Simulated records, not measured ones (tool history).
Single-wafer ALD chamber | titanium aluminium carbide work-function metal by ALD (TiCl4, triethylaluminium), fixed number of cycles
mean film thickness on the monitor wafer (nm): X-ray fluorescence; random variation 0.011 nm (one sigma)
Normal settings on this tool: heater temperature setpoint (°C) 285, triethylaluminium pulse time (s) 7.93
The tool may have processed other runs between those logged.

| run | day | heater temperature setpoint (°C) | triethylaluminium pulse time (s) | read-back reference wafer on the same gauge, thickness_nm | mean film thickness on the monitor wafer (nm) |
|---|---|---|---|---|---|
| 1 | 0.000 | 295 | 7.93 | 1.680 | 1.703 |
| 2 | 0.696 | 292 | 7.93 | 1.682 | 1.658 |
| 3 | 2.200 | 292 | 7.93 | 1.683 | 1.660 |
| 4 | 2.712 | 285 | 10.30 | 1.681 | 1.742 |
|  | 3.704 | showerhead replaced |
| 5 | 3.850 | 285 | 6.97 | 1.680 | 1.505 |
|  | 4.504 | triethylaluminium bottle replaced |
| 6 | 5.721 | 285 | 6.97 | 1.679 | 1.829 |
| 7 | 6.221 | 285 | 7.93 | 1.680 | 1.872 |
| 8 | 6.592 | 285 | 7.93 | 1.677 | 1.854 |
| 9 | 7.258 | 285 | 7.93 | 1.678 | 1.848 |
| 10 | 7.667 | 285 | 7.93 | 1.683 | 1.863 |
| 11 | 8.254 | 285 | 7.93 | 1.678 | 1.848 |
| 12 | 8.608 | 272 | 4.80 | 1.683 | 1.531 |
| 13 | 9.325 | 285 | 7.93 | 1.681 | 1.857 |
| 14 | 9.904 | 285 | 7.93 | 1.680 | 1.859 |
|  | 10.812 | thermocouple changed; heater temperature recalibrated |
| 15 | 10.833 | 273 | 6.65 | 1.680 | 1.709 |
| 16 | 11.429 | 291 | 6.52 | 1.678 | 1.839 |
| 17 | 12.133 | 299 | 9.16 | 1.682 | 2.005 |
| 18 | 12.696 | 285 | 7.93 | 1.681 | 1.872 |
|  | 12.992 | gauge calibrated |
| 19 | 12.996 | 298 | 7.93 | 1.681 | 1.953 |
| 20 | 13.350 | 291 | 7.93 | 1.680 | 1.891 |
| 21 | 13.829 | 294 | 7.93 | 1.683 | 1.908 |
| 22 | 14.496 | 285 | 7.93 | 1.679 | 1.854 |
| 23 | 14.788 | 271 | 7.93 | 1.677 | 1.766 |
| 24 | 15.238 | 271 | 6.51 | 1.680 | 1.673 |
| 25 | 15.617 | 296 | 5.94 | 1.682 | 1.811 |
| 26 | 15.917 | 297 | 10.68 | 1.681 | 2.029 |
| 27 | 16.367 | 285 | 7.93 | 1.681 | 1.855 |
| 28 | 16.867 | 285 | 7.93 | 1.682 | 1.859 |
| 29 | 18.471 | 295 | 9.97 | 1.681 | 1.986 |
| 30 | 18.733 | 285 | 7.93 | 1.681 | 1.851 |
| 31 | 19.054 | 291 | 6.52 | 1.681 | 1.821 |
| 32 | 19.646 | 297 | 10.68 | 1.680 | 2.025 |
| 33 | 20.146 | 289 | 5.50 | 1.679 | 1.724 |
| 34 | 20.642 | 285 | 7.93 | 1.681 | 1.852 |

Consider 3 possible next runs. They are alternatives, not a sequence: every one starts from the tool as it was left by run 34. What does each give?
| A | 20.658 | 285 | 8.96 | ? | ? |
| B | 20.658 | 271 | 6.81 | ? | ? |
| C | 20.658 | 292 | 10.55 | ? | ? |

| run | read-back reference wafer on the same gauge, thickness_nm | mean film thickness on the monitor wafer (nm) |
|---|---|---|
| A | 1.679 | 1.891 |
| B | 1.679 | 1.689 |
| C | 1.679 | 1.985 |
Without the tool's unlogged condition, the same runs would have read:
| run | mean film thickness on the monitor wafer (nm) |
|---|---|
| A | 1.897 |
| B | 1.699 |
| C | 1.990 |
